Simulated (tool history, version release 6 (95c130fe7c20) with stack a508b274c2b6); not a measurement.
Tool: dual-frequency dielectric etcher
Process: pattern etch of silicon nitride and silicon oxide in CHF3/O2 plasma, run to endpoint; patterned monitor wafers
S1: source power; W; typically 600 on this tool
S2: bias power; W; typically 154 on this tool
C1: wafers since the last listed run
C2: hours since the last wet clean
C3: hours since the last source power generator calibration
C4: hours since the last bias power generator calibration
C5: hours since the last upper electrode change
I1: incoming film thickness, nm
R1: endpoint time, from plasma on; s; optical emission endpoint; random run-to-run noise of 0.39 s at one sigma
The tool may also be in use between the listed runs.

run   hour   S1   S2   C1     C2      C3      C4      C5     I1     R1
  1    0.0  600  154    0  412.6  4260.0  3065.5  3733.8  177.8  126.8
  2   11.3  600  154   65  423.9  4271.3  3076.8  3745.1  176.1  126.1
  3   28.6  600  154  100  441.2  4288.6  3094.1  3762.4  176.9  126.4
      65.9  -- source power generator calibrated
  4   68.4  600  154  207  481.0     2.5  3133.9  3802.2  176.4  125.4
      98.8  -- upper electrode replaced
     104.8  -- wet clean of the chamber
  5  105.3  600  154   39    0.5    39.4  3170.8     6.5  176.7  131.6
  6  105.7  600  154    2    0.9    39.8  3171.2     6.9  177.1  132.0
  7  106.0  600  173    1    1.2    40.1  3171.5     7.2  177.9  125.0
  8  108.9  680  135   16    4.1    43.0  3174.4    10.1  176.6  134.0
     115.0  -- bias power generator calibrated
  9  116.8  600  154   22   12.0    50.9     1.8    18.0  178.1  132.1
 10  130.7  530  172   80   25.9    64.8    15.7    31.9  176.7  128.9
 11  141.2  600  154   60   36.4    75.3    26.2    42.4  175.5  130.6
 12  154.7  650  175   78   49.9    88.8    39.7    55.9  180.1  122.1
 13  167.9  490  121   76   63.1   102.0    52.9    69.1  178.0  158.6
 14  178.7  670  154   62   73.9   112.8    63.7    79.9  176.2  125.2

Pick out some run-to-run changes in R1. Of each, how much would a tool without hidden state show as well, from the settings, what came in and chance, and how much is left for the hidden state and any gauge scatter not in both results compared?
The tool's hidden condition here consists of: etch rate over this chamber's usual, %; source power that arrives over what is set, %; bias power that arrives over what is set, %.
Run 4 -> 5: upper electrode replaced, wet clean of the chamber. R1 +6.2 s: hidden state +5.8, all else +0.4.
Run 12 -> 13: S1 650 -> 490, S2 175 -> 121. R1 +36.5 s: hidden state -0.3, all else +36.8.
